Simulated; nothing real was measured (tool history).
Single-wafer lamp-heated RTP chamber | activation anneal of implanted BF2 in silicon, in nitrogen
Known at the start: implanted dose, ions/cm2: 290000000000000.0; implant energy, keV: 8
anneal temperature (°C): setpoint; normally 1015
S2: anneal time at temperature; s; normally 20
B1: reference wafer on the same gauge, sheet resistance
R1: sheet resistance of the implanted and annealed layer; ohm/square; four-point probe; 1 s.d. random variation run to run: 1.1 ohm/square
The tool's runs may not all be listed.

{"run": 1, "day": 0.0, "anneal temperature (°C)": 1021, "S2": 20, "B1": 511.19, "R1": 475.62}
{"run": 2, "day": 0.442, "anneal temperature (°C)": 1015, "S2": 20, "B1": 511.28, "R1": 480.74}
{"run": 3, "day": 1.121, "anneal temperature (°C)": 1015, "S2": 20, "B1": 511.18, "R1": 479.62}
{"run": 4, "day": 1.392, "anneal temperature (°C)": 1015, "S2": 20, "B1": 511.16, "R1": 482.58}
{"run": 5, "day": 2.038, "anneal temperature (°C)": 1015, "S2": 20, "B1": 511.05, "R1": 482.8}
{"run": 6, "day": 2.442, "anneal temperature (°C)": 1015, "S2": 20, "B1": 511.08, "R1": 480.82}
{"run": 7, "day": 2.9, "anneal temperature (°C)": 1015, "S2": 20, "B1": 511.15, "R1": 480.1}
{"run": 8, "day": 3.512, "anneal temperature (°C)": 1015, "S2": 20, "B1": 511.27, "R1": 480.92}
{"run": 9, "day": 4.108, "anneal temperature (°C)": 1015, "S2": 20, "B1": 511.19, "R1": 478.62}
{"run": 10, "day": 4.567, "anneal temperature (°C)": 1015, "S2": 20, "B1": 511.46, "R1": 477.14}
{"run": 11, "day": 5.0, "anneal temperature (°C)": 1015, "S2": 20, "B1": 510.72, "R1": 476.82}
{"day": 5.229, "done": "gauge calibrated"}
{"run": 12, "day": 5.471, "anneal temperature (°C)": 1015, "S2": 20, "B1": 510.88, "R1": 477.34}
{"run": 13, "day": 6.058, "anneal temperature (°C)": 1015, "S2": 20, "B1": 510.96, "R1": 476.66}
{"run": 14, "day": 6.408, "anneal temperature (°C)": 993, "S2": 20, "B1": 511.1, "R1": 500.93}
{"run": 15, "day": 6.833, "anneal temperature (°C)": 993, "S2": 20, "B1": 511.14, "R1": 499.28}
{"run": 16, "day": 7.129, "anneal temperature (°C)": 993, "S2": 20, "B1": 511.43, "R1": 500.56}
{"day": 7.471, "done": "pyrometer window cleaned and pyrometer calibrated"}
{"run": 17, "day": 7.575, "anneal temperature (°C)": 989, "S2": 9, "B1": 511.27, "R1": 539.53}
{"run": 18, "day": 8.058, "anneal temperature (°C)": 1007, "S2": 24, "B1": 511.0, "R1": 484.59}
{"run": 19, "day": 8.5, "anneal temperature (°C)": 1005, "S2": 12, "B1": 510.97, "R1": 507.24}
{"day": 9.25, "done": "reflector plate cleaned"}
{"run": 20, "day": 9.271, "anneal temperature (°C)": 991, "S2": 9, "B1": 511.04, "R1": 546.75}
{"run": 21, "day": 9.962, "anneal temperature (°C)": 1007, "S2": 24, "B1": 510.87, "R1": 491.89}
{"run": 22, "day": 10.429, "anneal temperature (°C)": 1015, "S2": 20, "B1": 511.29, "R1": 486.6}
{"run": 23, "day": 11.083, "anneal temperature (°C)": 987, "S2": 29, "B1": 511.13, "R1": 512.33}
{"run": 24, "day": 11.804, "anneal temperature (°C)": 1015, "S2": 9, "B1": 510.94, "R1": 505.31}
{"run": 25, "day": 12.071, "anneal temperature (°C)": 1015, "S2": 20, "B1": 511.29, "R1": 481.37}
{"run": 26, "day": 12.571, "anneal temperature (°C)": 1015, "S2": 20, "B1": 511.73, "R1": 482.29}
{"run": 27, "day": 13.15, "anneal temperature (°C)": 1015, "S2": 12, "B1": 511.14, "R1": 495.65}
{"run": 28, "day": 14.383, "anneal temperature (°C)": 1026, "S2": 20, "B1": 510.33, "R1": 467.76}
{"run": 29, "day": 14.662, "anneal temperature (°C)": 986, "S2": 25, "B1": 510.58, "R1": 509.0}
{"run": 30, "day": 15.208, "anneal temperature (°C)": 1015, "S2": 20, "B1": 511.08, "R1": 478.34}
{"run": 31, "day": 15.488, "anneal temperature (°C)": 1015, "S2": 31, "B1": 510.7, "R1": 465.06}
{"run": 32, "day": 16.096, "anneal temperature (°C)": 1001, "S2": 15, "B1": 511.17, "R1": 499.27}

Hidden state, per run?
gauge reads high (%): 0, the same for each run
H1: true wafer temperature minus pyrometer reading, K
H2: wafer temperature error from the tarnished reflector plate, K
run=1 H1=1.53 H2=5.09
run=2 H1=1.71 H2=5.17
run=3 H1=2.06 H2=5.27
run=4 H1=2.23 H2=5.31
run=5 H1=2.69 H2=5.4
run=6 H1=3.02 H2=5.45
run=7 H1=3.43 H2=5.5
run=8 H1=4.06 H2=5.56
run=9 H1=4.74 H2=5.61
run=10 H1=5.32 H2=5.65
run=11 H1=5.9 H2=5.68
run=12 H1=6.58 H2=5.72
run=13 H1=7.49 H2=5.75
run=14 H1=8.07 H2=5.77
run=15 H1=8.8 H2=5.79
run=16 H1=9.34 H2=5.81
run=17 H1=0.987 H2=5.83
run=18 H1=1.02 H2=5.85
run=19 H1=1.1 H2=5.87
run=20 H1=1.32 H2=0.57
run=21 H1=1.63 H2=1.2
run=22 H1=1.9 H2=1.59
run=23 H1=2.34 H2=2.07
run=24 H1=2.94 H2=2.55
run=25 H1=3.19 H2=2.71
run=26 H1=3.69 H2=2.98
run=27 H1=4.34 H2=3.28
run=28 H1=5.95 H2=3.8
run=29 H1=6.36 H2=3.91
run=30 H1=7.21 H2=4.1
run=31 H1=7.67 H2=4.18
run=32 H1=8.72 H2=4.36

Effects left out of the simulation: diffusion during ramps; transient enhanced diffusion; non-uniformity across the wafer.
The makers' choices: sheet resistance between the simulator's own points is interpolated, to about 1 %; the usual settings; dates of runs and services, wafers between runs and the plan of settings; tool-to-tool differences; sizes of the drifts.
